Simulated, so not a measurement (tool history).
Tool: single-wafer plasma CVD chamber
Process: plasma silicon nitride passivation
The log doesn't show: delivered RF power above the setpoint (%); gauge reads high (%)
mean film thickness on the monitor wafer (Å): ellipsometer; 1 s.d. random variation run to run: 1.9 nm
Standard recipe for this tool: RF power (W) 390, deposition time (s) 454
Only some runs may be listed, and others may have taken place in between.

| run | hour | RF power (W) | deposition time (s) | wafers since the last listed run | hours since the last RF generator calibration | hours since the showerhead was replaced | hours since the gauge calibration | read-back reference wafer on the same gauge, thickness_nm | mean film thickness on the monitor wafer (Å) |
|---|---|---|---|---|---|---|---|---|---|
| 1 | 0 | 390 | 423 | 0 | 413.7 | 1518.5 | 1965.1 | 727.195 | 5845.99 |
| 2 | 42 | 440 | 408 | 134 | 455.7 | 1560.5 | 2007.1 | 726.794 | 5857.36 |
| 3 | 97.4 | 440 | 408 | 177 | 511.1 | 1615.9 | 2062.5 | 725.981 | 5841.89 |
| 4 | 149 | 390 | 454 | 165 | 562.7 | 1667.5 | 2114.1 | 725.603 | 6284.45 |
| 5 | 207.2 | 390 | 454 | 186 | 620.9 | 1725.7 | 2172.3 | 724.719 | 6249.9 |
| 6 | 274.4 | 390 | 454 | 215 | 688.1 | 1792.9 | 2239.5 | 725.566 | 6256.65 |
| 7 | 371.5 | 390 | 454 | 311 | 785.2 | 1890 | 2336.6 | 725.03 | 6241.71 |
| 8 | 430.8 | 390 | 454 | 190 | 844.5 | 1949.3 | 2395.9 | 724.071 | 6222.82 |
| 9 | 510.4 | 390 | 454 | 255 | 924.1 | 2028.9 | 2475.5 | 723.596 | 6217.16 |
| 10 | 760.9 | 390 | 454 | 802 | 1174.6 | 2279.4 | 2726 | 719.851 | 6219.54 |
| 11 | 798.6 | 390 | 454 | 120 | 1212.3 | 2317.1 | 2763.7 | 719.085 | 6194.15 |
| 12 | 839.5 | 450 | 454 | 131 | 1253.2 | 2358 | 2804.6 | 717.368 | 6480.11 |
| 13 | 879.7 | 450 | 454 | 128 | 1293.4 | 2398.2 | 2844.8 | 718.269 | 6488.83 |
| 14 | 938.7 | 450 | 454 | 189 | 1352.4 | 2457.2 | 2903.8 | 719.013 | 6466.75 |
|  | 947.3 | gauge calibrated |
| 15 | 1002.2 | 390 | 454 | 203 | 1415.9 | 2520.7 | 54.9 | 733.311 | 6319.1 |
| 16 | 1068 | 390 | 454 | 210 | 1481.7 | 2586.5 | 120.7 | 734.595 | 6302.9 |
| 17 | 1160.3 | 390 | 454 | 295 | 1574 | 2678.8 | 213 | 733.417 | 6301.78 |
| 18 | 1216.7 | 390 | 454 | 180 | 1630.4 | 2735.2 | 269.4 | 732.221 | 6326.64 |
| 19 | 1321.8 | 390 | 454 | 336 | 1735.5 | 2840.3 | 374.5 | 732.85 | 6289.65 |
| 20 | 1386.2 | 425 | 454 | 206 | 1799.9 | 2904.7 | 438.9 | 732.402 | 6502.46 |
| 21 | 1465.2 | 320 | 454 | 253 | 1878.9 | 2983.7 | 517.9 | 731.9 | 5931.51 |
| 22 | 1538.2 | 320 | 541 | 233 | 1951.9 | 3056.7 | 590.9 | 733.117 | 7006.58 |
|  | 1584 | RF generator calibrated |
| 23 | 1640.5 | 390 | 454 | 302 | 56.5 | 3159 | 693.2 | 731.963 | 6317.29 |
| 24 | 1705.1 | 365 | 454 | 206 | 121.1 | 3223.6 | 757.8 | 732.375 | 6179.95 |
| 25 | 1896.9 | 350 | 528 | 614 | 312.9 | 3415.4 | 949.6 | 732.447 | 7076.15 |
| 26 | 1986.1 | 365 | 454 | 285 | 402.1 | 3504.6 | 1038.8 | 730.79 | 6160.95 |
| 27 | 2053.6 | 390 | 515 | 216 | 469.6 | 3572.1 | 1106.3 | 730.901 | 7163.25 |
|  | 2067.7 | showerhead replaced |
| 28 | 2137.5 | 390 | 454 | 243 | 553.5 | 69.8 | 1190.2 | 729.862 | 6264.93 |
| 29 | 2206 | 390 | 454 | 219 | 622 | 138.3 | 1258.7 | 729.938 | 6294.19 |
| 30 | 2298.3 | 420 | 454 | 295 | 714.3 | 230.6 | 1351 | 729.193 | 6432.7 |
| 31 | 2382.7 | 355 | 415 | 270 | 798.7 | 315 | 1435.4 | 728.761 | 5560.28 |
| 32 | 2481.6 | 430 | 367 | 316 | 897.6 | 413.9 | 1534.3 | 729.058 | 5230.27 |
| 33 | 2549.1 | 325 | 534 | 216 | 965.1 | 481.4 | 1601.8 | 726.972 | 6956.18 |
| 34 | 2622.2 | 390 | 494 | 234 | 1038.2 | 554.5 | 1674.9 | 726.306 | 6825.47 |
| 35 | 2699.4 | 430 | 477 | 247 | 1115.4 | 631.7 | 1752.1 | 725.54 | 6742.43 |
| 36 | 2749.1 | 430 | 524 | 159 | 1165.1 | 681.4 | 1801.8 | 727.954 | 7464.61 |
| 37 | 2827.8 | 340 | 372 | 252 | 1243.8 | 760.1 | 1880.5 | 725.682 | 4893.42 |
| 38 | 2895.7 | 390 | 454 | 217 | 1311.7 | 828 | 1948.4 | 725.034 | 6272.35 |
| 39 | 2982.7 | 390 | 454 | 278 | 1398.7 | 915 | 2035.4 | 724.573 | 6244.89 |
| 40 | 3036.2 | 330 | 414 | 171 | 1452.2 | 968.5 | 2088.9 | 723.226 | 5395.65 |
| 41 | 3131.2 | 390 | 519 | 304 | 1547.2 | 1063.5 | 2183.9 | 723.315 | 7179.08 |
| 42 | 3197.7 | 420 | 538 | 213 | 1613.7 | 1130 | 2250.4 | 722.079 | 7573.73 |
| 43 | 3327.5 | 390 | 431 | 415 | 1743.5 | 1259.8 | 2380.2 | 721.426 | 5924.94 |

What if the next run were any one of these 4? Each begins from the tool's condition after run 43:
| A | 3328 | 390 | 454 | 1 | 1744 | 1260.3 | 2380.7 | ? | ? |
| B | 3328 | 410 | 540 | 1 | 1744 | 1260.3 | 2380.7 | ? | ? |
| C | 3328 | 355 | 402 | 1 | 1744 | 1260.3 | 2380.7 | ? | ? |
| D | 3328 | 350 | 407 | 1 | 1744 | 1260.3 | 2380.7 | ? | ? |

| run | read-back reference wafer on the same gauge, thickness_nm | mean film thickness on the monitor wafer (Å) |
|---|---|---|
| A | 721.232 | 6237.79 |
| B | 721.232 | 7540.65 |
| C | 721.232 | 5356.54 |
| D | 721.232 | 5398.02 |
With no hidden state in the tool, these same runs would have given:
| run | mean film thickness on the monitor wafer (Å) |
|---|---|
| A | 6355.21 |
| B | 7682.59 |
| C | 5457.37 |
| D | 5499.62 |
